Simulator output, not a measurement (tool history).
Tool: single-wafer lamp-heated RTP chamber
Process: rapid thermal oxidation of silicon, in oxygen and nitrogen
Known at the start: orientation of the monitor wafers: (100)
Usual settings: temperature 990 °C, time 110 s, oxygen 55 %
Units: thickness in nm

run	hour	temperature	time	oxygen	wafers since the last listed run	wafers since the last pyrometer calibration	hours since the oxygen flow controller was replaced	hours since the gauge calibration	read-back reference wafer on the same gauge, thickness	thickness
1	0	990	110	67	0	68	6146.6	222.2	5.896	6.654
2	99.3	990	110	67	532	600	6245.9	321.5	5.897	6.668
3	371.9	990	110	55	1460	2060	6518.5	594.1	5.897	6.333
4	432.8	990	110	55	326	2387	6579.4	655	5.898	6.327
5	475.6	990	110	55	229	2616	6622.2	697.8	5.894	6.38
6	524.2	971	110	48	260	2877	6670.8	746.4	5.898	5.282
7	628	971	110	48	556	3433	6774.6	850.2	5.906	5.278
8	691.3	990	110	32	339	3772	6837.9	913.5	5.9	5.278
9	791.8	990	110	32	538	4311	6938.4	1014	5.902	5.304
10	865.5	990	110	55	394	4706	7012.1	1087.7	5.895	6.386
11	904.5	990	110	55	208	4915	7051.1	1126.7	5.897	6.358
12	944.4	1002	110	55	213	5128	7091	1166.6	5.899	6.959
13	1029.2	1002	110	55	454	5583	7175.8	1251.4	5.9	7.031
14	1130.4	990	110	55	542	6125	7277	1352.6	5.898	6.395
15	1189.1	1016	161	66	314	6440	7335.7	1411.3	5.895	9.846
# hour 1199.4: pyrometer window cleaned and pyrometer calibrated
16	1284	976	92	63	465	453	7430.6	1506.2	5.907	5.84
# hour 1300.5: gauge calibrated
17	1320.4	966	139	78	195	648	7467	19.9	5.906	7.017
18	1387.7	978	93	35	360	1009	7534.3	87.2	5.898	4.915
19	1514.3	990	110	55	678	1687	7660.9	213.8	5.9	6.758
# hour 1528.3: oxygen flow controller replaced
20	1559.4	990	110	46	198	1886	31.1	258.9	5.902	6.373
# hour 1621.1: pyrometer window cleaned and pyrometer calibrated, repeated, since the last time left the tool worse
21	1641.7	1011	110	66	398	110	113.4	341.2	5.891	7.692
22	1747.6	990	110	55	567	678	219.3	447.1	5.893	6.201
23	1832.6	977	157	42	455	1133	304.3	532.1	5.907	6.042
24	1924.8	1008	110	55	494	1627	396.5	624.3	5.903	7.13
25	2005.3	990	110	55	431	2059	477	704.8	5.905	6.313
26	2048.1	990	57	40	229	2288	519.8	747.6	5.896	4.308
27	2113.9	990	156	65	352	2641	585.6	813.4	5.902	7.86
28	2403.1	970	58	64	1549	4190	874.8	1102.6	5.905	4.388
29	2452	990	110	64	262	4452	923.7	1151.5	5.9	6.703

Forecast each of these 5 alternatives for the next run:
A	2452.5	990	110	55	2	4455	924.2	1152	?	?
B	2452.5	990	133	33	2	4455	924.2	1152	?	?
C	2452.5	978	110	33	2	4455	924.2	1152	?	?
D	2452.5	978	110	55	2	4455	924.2	1152	?	?
E	2452.5	981	75	74	2	4455	924.2	1152	?	?

run	read-back reference wafer on the same gauge, thickness	thickness
A	5.906	6.371
B	5.906	5.816
C	5.906	4.927
D	5.906	5.834
E	5.906	5.581
Without the tool's hidden state the same runs would have given:
run	thickness
A	6.166
B	5.633
C	4.777
D	5.646
E	5.402
